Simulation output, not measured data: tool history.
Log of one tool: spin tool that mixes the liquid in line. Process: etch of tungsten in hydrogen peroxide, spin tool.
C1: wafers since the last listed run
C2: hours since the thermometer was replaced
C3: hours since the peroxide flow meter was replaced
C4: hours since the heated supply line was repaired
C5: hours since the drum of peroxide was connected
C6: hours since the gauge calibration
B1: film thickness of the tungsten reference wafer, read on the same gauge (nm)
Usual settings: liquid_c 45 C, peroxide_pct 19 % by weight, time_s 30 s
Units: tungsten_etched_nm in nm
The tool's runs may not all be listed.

{"run": 1, "hour": 0.0, "liquid_c": 45, "peroxide_pct": 19, "time_s": 25, "C1": 0, "C2": 254.6, "C3": 1089.7, "C4": 1856.1, "C5": 463.4, "C6": 214.4, "B1": 150, "tungsten_etched_nm": 37.69}
{"run": 2, "hour": 12.8, "liquid_c": 45, "peroxide_pct": 19, "time_s": 30, "C1": 123, "C2": 267.4, "C3": 1102.5, "C4": 1868.9, "C5": 476.2, "C6": 227.2, "B1": 150, "tungsten_etched_nm": 46.62}
{"run": 3, "hour": 28.9, "liquid_c": 45, "peroxide_pct": 19, "time_s": 30, "C1": 155, "C2": 283.5, "C3": 1118.6, "C4": 1885, "C5": 492.3, "C6": 243.3, "B1": 150, "tungsten_etched_nm": 45.55}
{"run": 4, "hour": 45.2, "liquid_c": 45, "peroxide_pct": 19, "time_s": 30, "C1": 157, "C2": 299.8, "C3": 1134.9, "C4": 1901.3, "C5": 508.6, "C6": 259.6, "B1": 150.01, "tungsten_etched_nm": 45.85}
{"run": 5, "hour": 70.0, "liquid_c": 45, "peroxide_pct": 19, "time_s": 35, "C1": 239, "C2": 324.6, "C3": 1159.7, "C4": 1926.1, "C5": 533.4, "C6": 284.4, "B1": 150, "tungsten_etched_nm": 53.44}
{"run": 6, "hour": 82.9, "liquid_c": 45, "peroxide_pct": 19, "time_s": 35, "C1": 124, "C2": 337.5, "C3": 1172.6, "C4": 1939, "C5": 546.3, "C6": 297.3, "B1": 150, "tungsten_etched_nm": 53.28}
{"run": 7, "hour": 108.0, "liquid_c": 45, "peroxide_pct": 19, "time_s": 30, "C1": 242, "C2": 362.6, "C3": 1197.7, "C4": 1964.1, "C5": 571.4, "C6": 322.4, "B1": 150, "tungsten_etched_nm": 44.89}
{"run": 8, "hour": 120.2, "liquid_c": 45, "peroxide_pct": 19, "time_s": 30, "C1": 117, "C2": 374.8, "C3": 1209.9, "C4": 1976.3, "C5": 583.6, "C6": 334.6, "B1": 150, "tungsten_etched_nm": 44.78}
{"run": 9, "hour": 137.0, "liquid_c": 45, "peroxide_pct": 19, "time_s": 30, "C1": 162, "C2": 391.6, "C3": 1226.7, "C4": 1993.1, "C5": 600.4, "C6": 351.4, "B1": 150.01, "tungsten_etched_nm": 45.35}
{"run": 10, "hour": 155.6, "liquid_c": 45, "peroxide_pct": 19, "time_s": 30, "C1": 179, "C2": 410.2, "C3": 1245.3, "C4": 2011.7, "C5": 619, "C6": 370, "B1": 150.01, "tungsten_etched_nm": 45.28}
{"run": 11, "hour": 170.2, "liquid_c": 45, "peroxide_pct": 19, "time_s": 30, "C1": 141, "C2": 424.8, "C3": 1259.9, "C4": 2026.3, "C5": 633.6, "C6": 384.6, "B1": 150, "tungsten_etched_nm": 44.36}
{"hour": 171.3, "done": "new drum of peroxide connected"}
{"run": 12, "hour": 199.3, "liquid_c": 45, "peroxide_pct": 19, "time_s": 30, "C1": 271, "C2": 453.9, "C3": 1289, "C4": 2055.4, "C5": 28, "C6": 413.7, "B1": 150, "tungsten_etched_nm": 46.41}
{"run": 13, "hour": 217.9, "liquid_c": 45, "peroxide_pct": 19, "time_s": 40, "C1": 179, "C2": 472.5, "C3": 1307.6, "C4": 2074, "C5": 46.6, "C6": 432.3, "B1": 150, "tungsten_etched_nm": 61.21}
{"run": 14, "hour": 235.7, "liquid_c": 45, "peroxide_pct": 19, "time_s": 30, "C1": 172, "C2": 490.3, "C3": 1325.4, "C4": 2091.8, "C5": 64.4, "C6": 450.1, "B1": 150.02, "tungsten_etched_nm": 45.55}
{"run": 15, "hour": 256.1, "liquid_c": 48.5, "peroxide_pct": 19, "time_s": 40, "C1": 197, "C2": 510.7, "C3": 1345.8, "C4": 2112.2, "C5": 84.8, "C6": 470.5, "B1": 150.01, "tungsten_etched_nm": 77.16}
{"hour": 278.3, "done": "heated supply line repaired"}
{"hour": 302.2, "done": "gauge calibrated"}
{"hour": 313.2, "done": "thermometer replaced"}
{"hour": 329.0, "done": "peroxide flow meter replaced"}
{"run": 16, "hour": 356.0, "liquid_c": 41.5, "peroxide_pct": 19, "time_s": 40, "C1": 936, "C2": 42.8, "C3": 27, "C4": 77.7, "C5": 184.7, "C6": 53.8, "B1": 149.99, "tungsten_etched_nm": 62.19}
{"run": 17, "hour": 386.6, "liquid_c": 50.5, "peroxide_pct": 15.5, "time_s": 45, "C1": 295, "C2": 73.4, "C3": 57.6, "C4": 108.3, "C5": 215.3, "C6": 84.4, "B1": 149.97, "tungsten_etched_nm": 110.03}
{"run": 18, "hour": 422.3, "liquid_c": 45, "peroxide_pct": 19, "time_s": 30, "C1": 345, "C2": 109.1, "C3": 93.3, "C4": 144, "C5": 251, "C6": 120.1, "B1": 150.01, "tungsten_etched_nm": 57.21}
{"run": 19, "hour": 447.6, "liquid_c": 45, "peroxide_pct": 17, "time_s": 30, "C1": 244, "C2": 134.4, "C3": 118.6, "C4": 169.3, "C5": 276.3, "C6": 145.4, "B1": 150.01, "tungsten_etched_nm": 54.65}
{"run": 20, "hour": 461.6, "liquid_c": 41.5, "peroxide_pct": 19, "time_s": 30, "C1": 135, "C2": 148.4, "C3": 132.6, "C4": 183.3, "C5": 290.3, "C6": 159.4, "B1": 150.01, "tungsten_etched_nm": 45.62}
{"run": 21, "hour": 482.3, "liquid_c": 35, "peroxide_pct": 19, "time_s": 20, "C1": 200, "C2": 169.1, "C3": 153.3, "C4": 204, "C5": 311, "C6": 180.1, "B1": 150.01, "tungsten_etched_nm": 20.07}
{"run": 22, "hour": 513.8, "liquid_c": 35, "peroxide_pct": 14.5, "time_s": 30, "C1": 304, "C2": 200.6, "C3": 184.8, "C4": 235.5, "C5": 342.5, "C6": 211.6, "B1": 150.01, "tungsten_etched_nm": 25.89}
{"run": 23, "hour": 530.1, "liquid_c": 45, "peroxide_pct": 19, "time_s": 50, "C1": 157, "C2": 216.9, "C3": 201.1, "C4": 251.8, "C5": 358.8, "C6": 227.9, "B1": 150, "tungsten_etched_nm": 95.37}
{"run": 24, "hour": 547.2, "liquid_c": 45, "peroxide_pct": 19, "time_s": 30, "C1": 165, "C2": 234, "C3": 218.2, "C4": 268.9, "C5": 375.9, "C6": 245, "B1": 149.99, "tungsten_etched_nm": 55.3}

5 ways to go on from here, each from the tool as it stands after run 24. What would each give?
{"run": "A", "hour": 547.6, "liquid_c": 45, "peroxide_pct": 14, "time_s": 30, "C1": 3, "C2": 234.4, "C3": 218.6, "C4": 269.3, "C5": 376.3, "C6": 245.4, "B1": "?", "tungsten_etched_nm": "?"}
{"run": "B", "hour": 547.6, "liquid_c": 50.5, "peroxide_pct": 17, "time_s": 45, "C1": 3, "C2": 234.4, "C3": 218.6, "C4": 269.3, "C5": 376.3, "C6": 245.4, "B1": "?", "tungsten_etched_nm": "?"}
{"run": "C", "hour": 547.6, "liquid_c": 45, "peroxide_pct": 16, "time_s": 30, "C1": 3, "C2": 234.4, "C3": 218.6, "C4": 269.3, "C5": 376.3, "C6": 245.4, "B1": "?", "tungsten_etched_nm": "?"}
{"run": "D", "hour": 547.6, "liquid_c": 35, "peroxide_pct": 19, "time_s": 30, "C1": 3, "C2": 234.4, "C3": 218.6, "C4": 269.3, "C5": 376.3, "C6": 245.4, "B1": "?", "tungsten_etched_nm": "?"}
{"run": "E", "hour": 547.6, "liquid_c": 37, "peroxide_pct": 22, "time_s": 50, "C1": 3, "C2": 234.4, "C3": 218.6, "C4": 269.3, "C5": 376.3, "C6": 245.4, "B1": "?", "tungsten_etched_nm": "?"}

run=A B1=149.98 tungsten_etched_nm=48.25
run=B B1=149.98 tungsten_etched_nm=112.27
run=C B1=149.98 tungsten_etched_nm=51.58
run=D B1=149.98 tungsten_etched_nm=29.25
run=E B1=149.98 tungsten_etched_nm=59.98
Without the tool's hidden state the same runs would have given:
run=A tungsten_etched_nm=51.11
run=B tungsten_etched_nm=118.81
run=C tungsten_etched_nm=54.64
run=D tungsten_etched_nm=31.05
run=E tungsten_etched_nm=63.65
